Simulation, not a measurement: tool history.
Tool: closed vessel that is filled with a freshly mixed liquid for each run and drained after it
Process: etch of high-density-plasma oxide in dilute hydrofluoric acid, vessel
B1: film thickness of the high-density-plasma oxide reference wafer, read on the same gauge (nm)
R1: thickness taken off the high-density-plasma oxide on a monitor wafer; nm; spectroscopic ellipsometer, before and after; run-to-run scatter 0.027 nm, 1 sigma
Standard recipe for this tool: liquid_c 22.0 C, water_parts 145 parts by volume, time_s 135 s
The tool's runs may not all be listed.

{"run": 1, "hour": 0.0, "liquid_c": 22.0, "water_parts": 115, "time_s": 135, "B1": 39.97, "R1": 6.29}
{"run": 2, "hour": 89.4, "liquid_c": 22.0, "water_parts": 145, "time_s": 135, "B1": 40.0, "R1": 4.83}
{"run": 3, "hour": 135.5, "liquid_c": 22.0, "water_parts": 145, "time_s": 135, "B1": 40.01, "R1": 4.76}
{"run": 4, "hour": 193.9, "liquid_c": 22.0, "water_parts": 145, "time_s": 135, "B1": 40.01, "R1": 4.75}
{"run": 5, "hour": 267.5, "liquid_c": 22.0, "water_parts": 145, "time_s": 135, "B1": 40.0, "R1": 4.7}
{"run": 6, "hour": 342.9, "liquid_c": 19.0, "water_parts": 145, "time_s": 85, "B1": 40.0, "R1": 2.6}
{"hour": 382.1, "done": "thermometer replaced"}
{"run": 7, "hour": 443.8, "liquid_c": 19.0, "water_parts": 145, "time_s": 85, "B1": 39.98, "R1": 2.7}
{"run": 8, "hour": 504.0, "liquid_c": 19.0, "water_parts": 145, "time_s": 85, "B1": 40.02, "R1": 2.68}
{"run": 9, "hour": 577.7, "liquid_c": 22.0, "water_parts": 145, "time_s": 190, "B1": 40.03, "R1": 6.6}
{"run": 10, "hour": 676.1, "liquid_c": 22.0, "water_parts": 145, "time_s": 190, "B1": 39.99, "R1": 6.58}
{"hour": 688.3, "done": "gauge calibrated"}
{"run": 11, "hour": 754.2, "liquid_c": 24.0, "water_parts": 145, "time_s": 135, "B1": 40.01, "R1": 4.96}
{"hour": 794.8, "done": "hydrofluoric acid flow meter replaced"}
{"run": 12, "hour": 855.1, "liquid_c": 24.0, "water_parts": 145, "time_s": 135, "B1": 39.99, "R1": 5.29}
{"run": 13, "hour": 939.7, "liquid_c": 22.0, "water_parts": 145, "time_s": 135, "B1": 40.0, "R1": 4.82}
{"hour": 1032.0, "done": "thermometer replaced"}
{"run": 14, "hour": 1040.5, "liquid_c": 22.0, "water_parts": 145, "time_s": 135, "B1": 40.01, "R1": 5.04}
{"run": 15, "hour": 1140.1, "liquid_c": 22.0, "water_parts": 145, "time_s": 135, "B1": 40.0, "R1": 5.0}
{"run": 16, "hour": 1190.5, "liquid_c": 26.0, "water_parts": 195, "time_s": 165, "B1": 40.0, "R1": 4.92}
{"run": 17, "hour": 1250.3, "liquid_c": 20.5, "water_parts": 145, "time_s": 135, "B1": 39.97, "R1": 4.61}
{"run": 18, "hour": 1334.6, "liquid_c": 24.0, "water_parts": 145, "time_s": 60, "B1": 40.01, "R1": 2.31}
{"run": 19, "hour": 1411.9, "liquid_c": 22.0, "water_parts": 145, "time_s": 190, "B1": 39.99, "R1": 6.81}
{"run": 20, "hour": 1470.5, "liquid_c": 19.0, "water_parts": 145, "time_s": 135, "B1": 40.0, "R1": 4.26}
{"run": 21, "hour": 1516.2, "liquid_c": 26.0, "water_parts": 145, "time_s": 135, "B1": 40.0, "R1": 5.56}
{"run": 22, "hour": 1563.7, "liquid_c": 22.0, "water_parts": 115, "time_s": 75, "B1": 39.99, "R1": 3.43}
{"run": 23, "hour": 1640.7, "liquid_c": 22.0, "water_parts": 145, "time_s": 135, "B1": 39.99, "R1": 4.65}
{"run": 24, "hour": 1687.6, "liquid_c": 18.0, "water_parts": 120, "time_s": 70, "B1": 39.99, "R1": 2.55}
{"run": 25, "hour": 1768.7, "liquid_c": 20.5, "water_parts": 200, "time_s": 215, "B1": 40.02, "R1": 4.71}
{"hour": 1789.6, "done": "thermometer replaced"}
{"run": 26, "hour": 1850.5, "liquid_c": 22.0, "water_parts": 145, "time_s": 160, "B1": 40.0, "R1": 5.75}
{"run": 27, "hour": 1924.3, "liquid_c": 20.0, "water_parts": 145, "time_s": 135, "B1": 39.98, "R1": 4.45}
{"run": 28, "hour": 1971.8, "liquid_c": 20.5, "water_parts": 75, "time_s": 75, "B1": 40.02, "R1": 5.19}
{"run": 29, "hour": 2075.0, "liquid_c": 22.0, "water_parts": 145, "time_s": 135, "B1": 40.0, "R1": 4.74}
{"run": 30, "hour": 2151.9, "liquid_c": 22.0, "water_parts": 145, "time_s": 65, "B1": 40.0, "R1": 2.27}

3 ways to go on from here, each from the tool as it stands after run 30. What would each give?
{"run": "A", "hour": 2152.6, "liquid_c": 22.0, "water_parts": 145, "time_s": 80, "B1": "?", "R1": "?"}
{"run": "B", "hour": 2152.6, "liquid_c": 18.0, "water_parts": 170, "time_s": 135, "B1": "?", "R1": "?"}
{"run": "C", "hour": 2152.6, "liquid_c": 20.5, "water_parts": 145, "time_s": 170, "B1": "?", "R1": "?"}

run=A B1=40.02 R1=2.78
run=B B1=40.02 R1=3.32
run=C B1=40.02 R1=5.57
The same runs, with their run-to-run variation unchanged, on a tool lacking any hidden condition would have given:
run=A R1=3.05
run=B R1=3.65
run=C R1=6.10
